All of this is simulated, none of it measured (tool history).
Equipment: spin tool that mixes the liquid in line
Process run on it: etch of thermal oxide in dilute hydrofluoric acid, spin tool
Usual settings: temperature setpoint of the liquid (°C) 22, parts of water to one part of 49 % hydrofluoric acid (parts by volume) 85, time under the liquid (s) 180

run	hour	temperature setpoint of the liquid (°C)	parts of water to one part of 49 % hydrofluoric acid (parts by volume)	time under the liquid (s)	wafers since the last listed run	hours since the thermometer was replaced	hours since the hydrofluoric acid flow meter was replaced	hours since the gauge calibration	read-back film thickness of the thermal oxide reference wafer, read on the same gauge (nm)	thickness taken off the thermal oxide on a monitor wafer (Å)
1	0	22	70	180	0	460.5	89.5	673.3	40	113
2	50.9	22	70	180	407	511.4	140.4	724.2	39.99	111.7
3	111.7	22	85	180	487	572.2	201.2	785	40	89.9
4	200.5	22	85	180	711	661	290	873.8	39.99	90.2
5	276.4	22	85	180	608	736.9	365.9	949.7	39.99	89.7
6	332.6	22	85	180	450	793.1	422.1	1005.9	39.99	89.7
7	445.2	22	75	105	902	905.7	534.7	1118.5	40	59.6
8	509.7	22	75	105	516	970.2	599.2	1183	40.02	59.6
9	762.1	22	75	180	2022	1222.6	851.6	1435.4	39.98	100.6
10	851.5	22	75	180	716	1312	941	1524.8	40.02	101.7
# hour 882.5: thermometer replaced
11	932.1	22	85	180	637	49.6	1021.6	1605.4	39.99	95.4
# hour 1002.2: gauge calibrated
12	1003.6	22	85	180	572	121.1	1093.1	1.4	39.99	96.1
13	1098.4	22	85	180	759	215.9	1187.9	96.2	40	95.4
14	1186.4	22	85	210	705	303.9	1275.9	184.2	39.99	110.5
15	1243.7	22	85	210	459	361.2	1333.2	241.5	39.99	109.9
16	1350.4	22	85	180	854	467.9	1439.9	348.2	39.98	94
17	1454.4	17.5	85	260	833	571.9	1543.9	452.2	40	109.9
18	1525	19	95	180	565	642.5	1614.5	522.8	39.99	72.6
19	1627.9	23.5	65	105	824	745.4	1717.4	625.7	40	77.9
20	1682.3	22	85	180	435	799.8	1771.8	680.1	39.99	92.9
21	1750.5	22	120	210	546	868	1840	748.3	39.99	73.9
22	1790.4	20.5	105	220	319	907.9	1879.9	788.2	39.98	84.7
23	1870.7	22	120	125	643	988.2	1960.2	868.5	39.99	44.1
# hour 1933.5: hydrofluoric acid flow meter replaced
24	1975.9	20	100	180	834	1093.4	42.4	973.7	39.98	66.7
25	2032.6	19	95	180	454	1150.1	99.1	1030.4	40	67
26	2093.4	22	50	95	487	1210.9	159.9	1091.2	40	80.2
27	2170.5	22	85	180	617	1288	237	1168.3	40.01	85.9
# hour 2189.2: thermometer replaced
28	2207.7	22	110	280	290	18.5	274.2	1205.5	40	111.2
29	2254.3	22	85	250	373	65.1	320.8	1252.1	40	129.7
30	2331.7	22	85	180	620	142.5	398.2	1329.5	40.01	92.6
31	2434.4	18	120	180	822	245.2	500.9	1432.2	40	54.4
32	2519	22	45	75	677	329.8	585.5	1516.8	40	77

Same runs, no hidden state in the tool, same run-to-run variation:
What the log doesn't record here: liquid colder than its thermometer reads (K); hydrofluoric acid flow above the setpoint (%); gauge reads high (%).
run	thickness taken off the thermal oxide on a monitor wafer (Å)
1	115.9
2	114.8
3	92.5
4	93.1
5	92.8
6	93
7	62.1
8	62.2
9	106
10	107.4
11	92.3
12	93.3
13	92.9
14	107.9
15	107.6
16	92.3
17	108.6
18	71.8
19	77.4
20	92.3
21	73.3
22	84.4
23	44
24	71.7
25	72.2
26	86.8
27	93
28	109.3
29	127.8
30	91.4
31	53.9
32	76.6
